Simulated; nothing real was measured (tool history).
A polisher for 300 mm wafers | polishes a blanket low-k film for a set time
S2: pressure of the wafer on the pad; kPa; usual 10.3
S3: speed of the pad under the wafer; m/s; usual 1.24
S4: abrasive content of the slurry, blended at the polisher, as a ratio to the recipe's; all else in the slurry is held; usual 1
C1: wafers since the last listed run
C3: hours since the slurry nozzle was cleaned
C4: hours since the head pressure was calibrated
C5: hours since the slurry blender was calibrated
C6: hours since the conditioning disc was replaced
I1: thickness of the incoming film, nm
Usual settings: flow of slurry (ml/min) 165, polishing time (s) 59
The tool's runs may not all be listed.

{"run": 1, "day": 0.0, "flow of slurry (ml/min)": 165, "S2": 10.3, "S3": 1.24, "S4": 1, "polishing time (s)": 43, "C1": 0, "wafers polished on this pad": 4762, "C3": 603, "C4": 553.5, "C5": 4, "C6": 204.9, "I1": 647.3, "film removed (Å)": 188}
{"day": 0.238, "done": "worn pad replaced by a new one"}
{"run": 2, "day": 2.333, "flow of slurry (ml/min)": 165, "S2": 10.3, "S3": 1.24, "S4": 1, "polishing time (s)": 43, "C1": 667, "wafers polished on this pad": 645, "C3": 659, "C4": 609.5, "C5": 60, "C6": 260.9, "I1": 642.2, "film removed (Å)": 187}
{"day": 4.567, "done": "conditioning disc replaced and pad reconditioned"}
{"run": 3, "day": 5.075, "flow of slurry (ml/min)": 165, "S2": 10.3, "S3": 1.24, "S4": 1.1, "polishing time (s)": 59, "C1": 818, "wafers polished on this pad": 1463, "C3": 724.8, "C4": 675.3, "C5": 125.8, "C6": 12.2, "I1": 659.2, "film removed (Å)": 262}
{"run": 4, "day": 7.296, "flow of slurry (ml/min)": 165, "S2": 10.3, "S3": 1.24, "S4": 1.1, "polishing time (s)": 59, "C1": 683, "wafers polished on this pad": 2147, "C3": 778.1, "C4": 728.6, "C5": 179.1, "C6": 65.5, "I1": 644.6, "film removed (Å)": 256}
{"run": 5, "day": 9.383, "flow of slurry (ml/min)": 165, "S2": 10.3, "S3": 1.04, "S4": 0.85, "polishing time (s)": 59, "C1": 642, "wafers polished on this pad": 2790, "C3": 828.2, "C4": 778.7, "C5": 229.2, "C6": 115.6, "I1": 649.8, "film removed (Å)": 215}
{"run": 6, "day": 10.633, "flow of slurry (ml/min)": 165, "S2": 10.3, "S3": 1.24, "S4": 1, "polishing time (s)": 59, "C1": 384, "wafers polished on this pad": 3175, "C3": 858.2, "C4": 808.7, "C5": 259.2, "C6": 145.6, "I1": 642.7, "film removed (Å)": 262}
{"run": 7, "day": 11.708, "flow of slurry (ml/min)": 165, "S2": 10.3, "S3": 1.24, "S4": 1, "polishing time (s)": 59, "C1": 330, "wafers polished on this pad": 3506, "C3": 884, "C4": 834.5, "C5": 285, "C6": 171.4, "I1": 662.8, "film removed (Å)": 254}
{"run": 8, "day": 13.112, "flow of slurry (ml/min)": 165, "S2": 10.3, "S3": 1.54, "S4": 1, "polishing time (s)": 59, "C1": 432, "wafers polished on this pad": 3938, "C3": 917.7, "C4": 868.2, "C5": 318.7, "C6": 205.1, "I1": 653.9, "film removed (Å)": 297}
{"day": 13.683, "done": "slurry nozzle cleaned"}
{"day": 15.079, "done": "worn pad replaced by a new one"}
{"run": 9, "day": 15.388, "flow of slurry (ml/min)": 165, "S2": 10.3, "S3": 1.24, "S4": 1, "polishing time (s)": 59, "C1": 636, "wafers polished on this pad": 94, "C3": 40.9, "C4": 922.8, "C5": 373.3, "C6": 259.7, "I1": 654.2, "film removed (Å)": 231}
{"day": 16.442, "done": "slurry blender recalibrated"}
{"run": 10, "day": 18.275, "flow of slurry (ml/min)": 165, "S2": 10.3, "S3": 1.24, "S4": 1, "polishing time (s)": 59, "C1": 863, "wafers polished on this pad": 958, "C3": 110.2, "C4": 992.1, "C5": 44, "C6": 329, "I1": 649.5, "film removed (Å)": 229}
{"day": 20.412, "done": "conditioning disc replaced and pad reconditioned"}
{"run": 11, "day": 20.567, "flow of slurry (ml/min)": 125, "S2": 10.3, "S3": 1.24, "S4": 1, "polishing time (s)": 59, "C1": 679, "wafers polished on this pad": 1638, "C3": 165.2, "C4": 1047.1, "C5": 99, "C6": 3.7, "I1": 664.2, "film removed (Å)": 205}
{"day": 24.588, "done": "slurry nozzle cleaned, repeated, since the last time left the tool worse"}
{"run": 12, "day": 25.121, "flow of slurry (ml/min)": 210, "S2": 8.3, "S3": 1.24, "S4": 1, "polishing time (s)": 59, "C1": 1389, "wafers polished on this pad": 3027, "C3": 12.8, "C4": 1156.4, "C5": 208.3, "C6": 113, "I1": 651.5, "film removed (Å)": 226}
{"run": 13, "day": 26.421, "flow of slurry (ml/min)": 195, "S2": 10.3, "S3": 1.24, "S4": 0.75, "polishing time (s)": 76, "C1": 400, "wafers polished on this pad": 3427, "C3": 44, "C4": 1187.6, "C5": 239.5, "C6": 144.2, "I1": 653.6, "film removed (Å)": 337}
{"run": 14, "day": 27.642, "flow of slurry (ml/min)": 165, "S2": 10.3, "S3": 1.24, "S4": 1, "polishing time (s)": 67, "C1": 375, "wafers polished on this pad": 3803, "C3": 73.3, "C4": 1216.9, "C5": 268.8, "C6": 173.5, "I1": 645.1, "film removed (Å)": 309}
{"day": 28.483, "done": "worn pad replaced by a new one"}
{"run": 15, "day": 29.242, "flow of slurry (ml/min)": 165, "S2": 10.3, "S3": 1.24, "S4": 1, "polishing time (s)": 59, "C1": 441, "wafers polished on this pad": 234, "C3": 111.7, "C4": 1255.3, "C5": 307.2, "C6": 211.9, "I1": 650, "film removed (Å)": 261}
{"day": 30.154, "done": "head pressure recalibrated"}
{"day": 31.883, "done": "slurry blender recalibrated"}
{"day": 35.192, "done": "conditioning disc replaced and pad reconditioned"}
{"run": 16, "day": 37.742, "flow of slurry (ml/min)": 165, "S2": 10.3, "S3": 1.56, "S4": 1, "polishing time (s)": 53, "C1": 2539, "wafers polished on this pad": 2774, "C3": 315.7, "C4": 182.1, "C5": 140.6, "C6": 61.2, "I1": 656.2, "film removed (Å)": 282}
{"run": 17, "day": 40.617, "flow of slurry (ml/min)": 165, "S2": 13.8, "S3": 0.9, "S4": 0.8, "polishing time (s)": 59, "C1": 885, "wafers polished on this pad": 3659, "C3": 384.7, "C4": 251.1, "C5": 209.6, "C6": 130.2, "I1": 651.3, "film removed (Å)": 262}
{"run": 18, "day": 41.846, "flow of slurry (ml/min)": 165, "S2": 10.3, "S3": 1.24, "S4": 1, "polishing time (s)": 71, "C1": 378, "wafers polished on this pad": 4037, "C3": 414.2, "C4": 280.6, "C5": 239.1, "C6": 159.7, "I1": 658.1, "film removed (Å)": 322}
{"day": 43.688, "done": "worn pad replaced by a new one"}
{"day": 45.317, "done": "slurry blender recalibrated"}
{"run": 19, "day": 47.275, "flow of slurry (ml/min)": 165, "S2": 10.3, "S3": 1.24, "S4": 0.9, "polishing time (s)": 59, "C1": 1594, "wafers polished on this pad": 1078, "C3": 544.5, "C4": 410.9, "C5": 47, "C6": 290, "I1": 652.9, "film removed (Å)": 250}
{"run": 20, "day": 48.633, "flow of slurry (ml/min)": 165, "S2": 10.3, "S3": 1.04, "S4": 0.85, "polishing time (s)": 59, "C1": 418, "wafers polished on this pad": 1496, "C3": 577.1, "C4": 443.5, "C5": 79.6, "C6": 322.6, "I1": 654.9, "film removed (Å)": 221}
{"day": 51.258, "done": "conditioning disc replaced and pad reconditioned"}
{"run": 21, "day": 51.308, "flow of slurry (ml/min)": 110, "S2": 11, "S3": 1.24, "S4": 1, "polishing time (s)": 59, "C1": 797, "wafers polished on this pad": 2294, "C3": 641.3, "C4": 507.7, "C5": 143.8, "C6": 1.2, "I1": 658.9, "film removed (Å)": 248}
{"run": 22, "day": 52.85, "flow of slurry (ml/min)": 195, "S2": 13.1, "S3": 1.02, "S4": 1.3, "polishing time (s)": 59, "C1": 474, "wafers polished on this pad": 2769, "C3": 678.3, "C4": 544.7, "C5": 180.8, "C6": 38.2, "I1": 655.8, "film removed (Å)": 312}
{"run": 23, "day": 55.138, "flow of slurry (ml/min)": 165, "S2": 10.3, "S3": 1.24, "S4": 1, "polishing time (s)": 59, "C1": 704, "wafers polished on this pad": 3473, "C3": 733.2, "C4": 599.6, "C5": 235.7, "C6": 93.1, "I1": 646.3, "film removed (Å)": 260}
{"day": 59.942, "done": "worn pad replaced by a new one"}
{"day": 60.892, "done": "slurry blender recalibrated"}
{"run": 24, "day": 61.104, "flow of slurry (ml/min)": 105, "S2": 10.3, "S3": 1.58, "S4": 1, "polishing time (s)": 59, "C1": 1760, "wafers polished on this pad": 331, "C3": 876.4, "C4": 742.8, "C5": 5.1, "C6": 236.3, "I1": 653.8, "film removed (Å)": 270}
{"run": 25, "day": 62.675, "flow of slurry (ml/min)": 165, "S2": 10.3, "S3": 1.02, "S4": 1, "polishing time (s)": 79, "C1": 483, "wafers polished on this pad": 815, "C3": 914.1, "C4": 780.5, "C5": 42.8, "C6": 274, "I1": 651.1, "film removed (Å)": 288}

Forecast each of these 4 alternatives for the next run:
{"run": "A", "day": 62.692, "flow of slurry (ml/min)": 165, "S2": 11.7, "S3": 1.24, "S4": 1, "polishing time (s)": 59, "C1": 5, "wafers polished on this pad": 820, "C3": 914.5, "C4": 780.9, "C5": 43.2, "C6": 274.4, "I1": 657.5, "film removed (Å)": "?"}
{"run": "B", "day": 62.692, "flow of slurry (ml/min)": 165, "S2": 10.3, "S3": 1.24, "S4": 1.3, "polishing time (s)": 59, "C1": 5, "wafers polished on this pad": 820, "C3": 914.5, "C4": 780.9, "C5": 43.2, "C6": 274.4, "I1": 657.5, "film removed (Å)": "?"}
{"run": "C", "day": 62.692, "flow of slurry (ml/min)": 165, "S2": 12.4, "S3": 1.42, "S4": 1.15, "polishing time (s)": 66, "C1": 5, "wafers polished on this pad": 820, "C3": 914.5, "C4": 780.9, "C5": 43.2, "C6": 274.4, "I1": 657.5, "film removed (Å)": "?"}
{"run": "D", "day": 62.692, "flow of slurry (ml/min)": 200, "S2": 7.6, "S3": 1.24, "S4": 1, "polishing time (s)": 68, "C1": 5, "wafers polished on this pad": 820, "C3": 914.5, "C4": 780.9, "C5": 43.2, "C6": 274.4, "I1": 657.5, "film removed (Å)": "?"}

run=A film_removed_(Å)=284
run=B film_removed_(Å)=266
run=C film_removed_(Å)=386
run=D film_removed_(Å)=221
Without the tool's hidden state the same runs would have given:
run=A film_removed_(Å)=304
run=B film_removed_(Å)=285
run=C film_removed_(Å)=414
run=D film_removed_(Å)=234
